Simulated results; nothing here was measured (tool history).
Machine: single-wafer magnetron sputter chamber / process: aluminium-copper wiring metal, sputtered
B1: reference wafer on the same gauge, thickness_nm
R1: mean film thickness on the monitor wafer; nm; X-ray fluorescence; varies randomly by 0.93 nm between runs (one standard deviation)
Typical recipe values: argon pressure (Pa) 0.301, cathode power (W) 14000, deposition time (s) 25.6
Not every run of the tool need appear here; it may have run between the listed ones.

run 1 day=0 | argon_pressure_(Pa)=0.35 cathode_power_(W)=14000 deposition_time_(s)=25.6 | B1=703.826 | R1=584.947
run 2 day=2.092 | argon_pressure_(Pa)=0.301 cathode_power_(W)=14000 deposition_time_(s)=25.6 | B1=703.974 | R1=595.669
run 3 day=2.567 | argon_pressure_(Pa)=0.301 cathode_power_(W)=14000 deposition_time_(s)=25.6 | B1=704.207 | R1=592.504
-- day=2.925 sputter target and shields replaced
run 4 day=2.946 | argon_pressure_(Pa)=0.301 cathode_power_(W)=16400 deposition_time_(s)=28 | B1=703.892 | R1=780.408
run 5 day=3.612 | argon_pressure_(Pa)=0.301 cathode_power_(W)=16400 deposition_time_(s)=28 | B1=704.02 | R1=782.116
run 6 day=4.175 | argon_pressure_(Pa)=0.301 cathode_power_(W)=14000 deposition_time_(s)=25.6 | B1=703.764 | R1=617.451
run 7 day=4.712 | argon_pressure_(Pa)=0.388 cathode_power_(W)=14000 deposition_time_(s)=25.6 | B1=704.005 | R1=589.771
-- day=5.183 gauge calibrated
-- day=5.304 capacitance manometer re-zeroed and calibrated
run 8 day=5.325 | argon_pressure_(Pa)=0.183 cathode_power_(W)=14000 deposition_time_(s)=25.6 | B1=703.883 | R1=661.693
-- day=6.608 magnet pack replaced
run 9 day=6.721 | argon_pressure_(Pa)=0.301 cathode_power_(W)=14000 deposition_time_(s)=25.6 | B1=704.083 | R1=617.182
run 10 day=7.25 | argon_pressure_(Pa)=0.301 cathode_power_(W)=14000 deposition_time_(s)=29.9 | B1=703.901 | R1=718.835
run 11 day=7.546 | argon_pressure_(Pa)=0.416 cathode_power_(W)=11750 deposition_time_(s)=25.6 | B1=704.134 | R1=492.185
run 12 day=7.892 | argon_pressure_(Pa)=0.301 cathode_power_(W)=14000 deposition_time_(s)=22.4 | B1=704.207 | R1=538.806
run 13 day=8.588 | argon_pressure_(Pa)=0.383 cathode_power_(W)=14000 deposition_time_(s)=25.6 | B1=704.041 | R1=586.701
run 14 day=9.075 | argon_pressure_(Pa)=0.301 cathode_power_(W)=14000 deposition_time_(s)=21.2 | B1=703.879 | R1=508.908

Predict each of these 3 candidate next runs independently; none follows another, all start after run 14:
run A day=9.092 | argon_pressure_(Pa)=0.301 cathode_power_(W)=14000 deposition_time_(s)=25.6 | B1=? | R1=?
run B day=9.092 | argon_pressure_(Pa)=0.233 cathode_power_(W)=14000 deposition_time_(s)=23.3 | B1=? | R1=?
run C day=9.092 | argon_pressure_(Pa)=0.264 cathode_power_(W)=12650 deposition_time_(s)=22.9 | B1=? | R1=?

run=A B1=704.006 R1=616.145
run=B B1=704.006 R1=583.099
run=C B1=704.006 R1=513.207
With no hidden state in the tool, these same runs would have given:
run=A R1=623.381
run=B R1=589.947
run=C R1=519.234

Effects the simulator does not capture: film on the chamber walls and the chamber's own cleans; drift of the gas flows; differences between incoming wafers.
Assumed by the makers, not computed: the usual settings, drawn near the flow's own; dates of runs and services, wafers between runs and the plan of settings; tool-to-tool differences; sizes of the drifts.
